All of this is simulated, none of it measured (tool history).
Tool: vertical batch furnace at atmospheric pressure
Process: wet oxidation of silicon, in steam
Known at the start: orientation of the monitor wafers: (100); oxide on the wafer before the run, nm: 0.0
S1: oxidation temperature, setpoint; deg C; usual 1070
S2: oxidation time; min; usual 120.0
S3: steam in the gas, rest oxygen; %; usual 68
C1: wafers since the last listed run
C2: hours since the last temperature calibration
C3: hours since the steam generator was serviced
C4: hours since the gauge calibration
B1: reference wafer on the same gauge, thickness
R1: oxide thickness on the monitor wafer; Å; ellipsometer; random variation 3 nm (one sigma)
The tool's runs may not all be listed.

Run 1, hour 0.0: usual settings; C1 0; C2 1734.1; C3 2585.6; C4 1291.5; B1 730.50. Result: R1 7364.6 Å.
Run 2, hour 57.0: usual settings but S1 1088 deg C, S3 65 %; C1 703; C2 1791.1; C3 2642.6; C4 1348.5; B1 729.85. Result: R1 7737.0 Å.
Run 3, hour 127.2: usual settings; C1 865; C2 1861.3; C3 2712.8; C4 1418.7; B1 731.02. Result: R1 7352.6 Å.
Run 4, hour 163.3: usual settings; C1 445; C2 1897.4; C3 2748.9; C4 1454.8; B1 730.63. Result: R1 7332.4 Å.
Run 5, hour 233.7: usual settings; C1 868; C2 1967.8; C3 2819.3; C4 1525.2; B1 731.51. Result: R1 7338.2 Å.
Run 6, hour 268.3: usual settings; C1 426; C2 2002.4; C3 2853.9; C4 1559.8; B1 730.75. Result: R1 7379.0 Å.
Run 7, hour 313.6: usual settings; C1 558; C2 2047.7; C3 2899.2; C4 1605.1; B1 730.57. Result: R1 7359.1 Å.
Run 8, hour 372.6: usual settings but S3 75 %; C1 727; C2 2106.7; C3 2958.2; C4 1664.1; B1 730.60. Result: R1 7786.7 Å.
Run 9, hour 434.0: usual settings but S1 1060 deg C, S2 134.0 min; C1 757; C2 2168.1; C3 3019.6; C4 1725.5; B1 731.48. Result: R1 7481.5 Å.
Run 10, hour 471.4: usual settings but S1 1060 deg C, S2 134.0 min; C1 461; C2 2205.5; C3 3057.0; C4 1762.9; B1 730.32. Result: R1 7544.5 Å.
Run 11, hour 505.1: usual settings but S1 1060 deg C, S2 134.0 min; C1 415; C2 2239.2; C3 3090.7; C4 1796.6; B1 730.36. Result: R1 7543.1 Å.
Run 12, hour 573.7: usual settings; C1 846; C2 2307.8; C3 3159.3; C4 1865.2; B1 731.63. Result: R1 7358.8 Å.
Run 13, hour 623.9: usual settings; C1 619; C2 2358.0; C3 3209.5; C4 1915.4; B1 731.99. Result: R1 7397.5 Å.
Run 14, hour 683.4: usual settings; C1 733; C2 2417.5; C3 3269.0; C4 1974.9; B1 731.69. Result: R1 7408.6 Å.
At hour 693.7: gauge calibrated.
Run 15, hour 720.0: usual settings but S1 1088 deg C; C1 451; C2 2454.1; C3 3305.6; C4 26.3; B1 731.26. Result: R1 7917.4 Å.
Run 16, hour 790.8: usual settings but S1 1059 deg C, S2 77.0 min, S3 72 %; C1 873; C2 2524.9; C3 3376.4; C4 97.1; B1 730.42. Result: R1 5670.9 Å.
Run 17, hour 826.0: usual settings; C1 434; C2 2560.1; C3 3411.6; C4 132.3; B1 730.28. Result: R1 7438.1 Å.
Run 18, hour 864.1: usual settings; C1 469; C2 2598.2; C3 3449.7; C4 170.4; B1 730.67. Result: R1 7397.8 Å.
Run 19, hour 889.7: usual settings; C1 315; C2 2623.8; C3 3475.3; C4 196.0; B1 730.71. Result: R1 7450.3 Å.
Run 20, hour 925.0: usual settings; C1 435; C2 2659.1; C3 3510.6; C4 231.3; B1 731.31. Result: R1 7405.2 Å.
Run 21, hour 959.8: usual settings; C1 429; C2 2693.9; C3 3545.4; C4 266.1; B1 730.84. Result: R1 7392.7 Å.
Run 22, hour 1013.5: usual settings but S1 1095 deg C, S3 74 %; C1 662; C2 2747.6; C3 3599.1; C4 319.8; B1 730.75. Result: R1 8519.5 Å.
At hour 1090.7: thermocouples replaced and temperature profile calibrated.
Run 23, hour 1091.2: usual settings but S1 1086 deg C; C1 662; C2 0.5; C3 3676.8; C4 397.5; B1 730.61. Result: R1 7670.5 Å.
At hour 1148.4: steam generator serviced.
Run 24, hour 1148.9: usual settings but S1 1046 deg C, S3 60 %; C1 415; C2 58.2; C3 0.5; C4 455.2; B1 731.09. Result: R1 6033.8 Å.
Run 25, hour 1174.3: usual settings but S1 1095 deg C, S2 160.0 min, S3 75 %; C1 313; C2 83.6; C3 25.9; C4 480.6; B1 731.54. Result: R1 9946.4 Å.
Run 26, hour 1200.2: usual settings; C1 319; C2 109.5; C3 51.8; C4 506.5; B1 730.94. Result: R1 7271.2 Å.
Run 27, hour 1230.3: usual settings but S3 59 %; C1 371; C2 139.6; C3 81.9; C4 536.6; B1 731.07. Result: R1 6669.9 Å.
Run 28, hour 1286.1: usual settings but S1 1079 deg C, S2 78.5 min; C1 688; C2 195.4; C3 137.7; C4 592.4; B1 731.67. Result: R1 5903.5 Å.
Run 29, hour 1344.4: usual settings; C1 719; C2 253.7; C3 196.0; C4 650.7; B1 730.40. Result: R1 7287.3 Å.
Run 30, hour 1377.7: usual settings but S1 1058 deg C, S2 177.5 min, S3 78 %; C1 410; C2 287.0; C3 229.3; C4 684.0; B1 730.86. Result: R1 9345.9 Å.
Run 31, hour 1447.5: usual settings; C1 860; C2 356.8; C3 299.1; C4 753.8; B1 730.59. Result: R1 7330.3 Å.
Run 32, hour 1494.7: usual settings but S1 1055 deg C, S2 73.0 min, S3 73 %; C1 582; C2 404.0; C3 346.3; C4 801.0; B1 730.77. Result: R1 5314.6 Å.
Run 33, hour 1549.6: usual settings but S1 1059 deg C, S2 139.5 min, S3 59 %; C1 677; C2 458.9; C3 401.2; C4 855.9; B1 731.83. Result: R1 6969.5 Å.
Run 34, hour 1593.4: usual settings but S3 57 %; C1 540; C2 502.7; C3 445.0; C4 899.7; B1 731.35. Result: R1 6569.2 Å.
Run 35, hour 1633.5: usual settings but S1 1058 deg C, S3 80 %; C1 494; C2 542.8; C3 485.1; C4 939.8; B1 730.45. Result: R1 7581.9 Å.
Run 36, hour 1681.3: usual settings; C1 589; C2 590.6; C3 532.9; C4 987.6; B1 731.09. Result: R1 7272.9 Å.
Run 37, hour 1726.8: usual settings but S1 1056 deg C; C1 561; C2 636.1; C3 578.4; C4 1033.1; B1 731.37. Result: R1 6883.0 Å.
Run 38, hour 1766.4: usual settings; C1 488; C2 675.7; C3 618.0; C4 1072.7; B1 731.32. Result: R1 7322.0 Å.

Forecast each of these 4 alternatives for the next run:
Run A, hour 1772.1: usual settings but S1 1059 deg C; C1 70; C2 681.4; C3 623.7; C4 1078.4; B1 ?. Result: R1 ?.
Run B, hour 1772.1: usual settings but S1 1085 deg C, S2 156.0 min, S3 72 %; C1 70; C2 681.4; C3 623.7; C4 1078.4; B1 ?. Result: R1 ?.
Run C, hour 1772.1: usual settings but S1 1059 deg C, S2 157.0 min; C1 70; C2 681.4; C3 623.7; C4 1078.4; B1 ?. Result: R1 ?.
Run D, hour 1772.1: usual settings but S2 159.0 min; C1 70; C2 681.4; C3 623.7; C4 1078.4; B1 ?. Result: R1 ?.

run      B1      R1
  A  730.62  6967.9
  B  730.62  9267.1
  C  730.62  8128.7
  D  730.62  8570.2
Without the tool's hidden state the same runs would have given:
run      R1
  A  6914.9
  B  9211.1
  C  8070.2
  D  8512.4
